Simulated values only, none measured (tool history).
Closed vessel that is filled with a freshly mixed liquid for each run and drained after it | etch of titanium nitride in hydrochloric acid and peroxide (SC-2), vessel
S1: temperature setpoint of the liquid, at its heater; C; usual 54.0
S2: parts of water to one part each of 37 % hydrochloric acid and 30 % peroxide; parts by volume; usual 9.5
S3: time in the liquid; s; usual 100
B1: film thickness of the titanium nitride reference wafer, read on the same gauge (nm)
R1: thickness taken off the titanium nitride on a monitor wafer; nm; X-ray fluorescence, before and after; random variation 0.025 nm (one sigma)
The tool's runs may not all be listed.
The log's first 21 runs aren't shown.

run,hour,S1,S2,S3,B1,R1
# hour 1472.7: thermometer replaced
22,1490.3,45.0,4.5,140,113.692,6.753
# hour 1593.5: chemicals flow meter replaced
23,1751.9,54.0,9.5,100,114.802,4.993
# hour 1756.0: new drum of peroxide connected
24,1830.2,62.5,9.5,100,115.007,8.620
25,2006.0,54.0,9.5,100,115.531,5.036
26,2053.1,54.0,9.5,100,115.606,5.021
27,2097.0,48.5,9.5,125,115.653,4.404
28,2148.4,54.0,12.5,100,115.750,4.017
29,2254.4,54.0,9.5,100,115.900,5.024
30,2359.5,64.0,7.5,155,116.011,17.800

Forecast each of these 3 alternatives for the next run:
A,2360.2,54.0,9.5,100,?,?
B,2360.2,49.0,6.5,140,?,?
C,2360.2,45.5,9.5,155,?,?

run,B1,R1
A,116.037,5.104
B,116.037,6.948
C,116.037,4.484
Without the tool's hidden state the same runs would have given:
run,R1
A,4.840
B,6.589
C,4.252
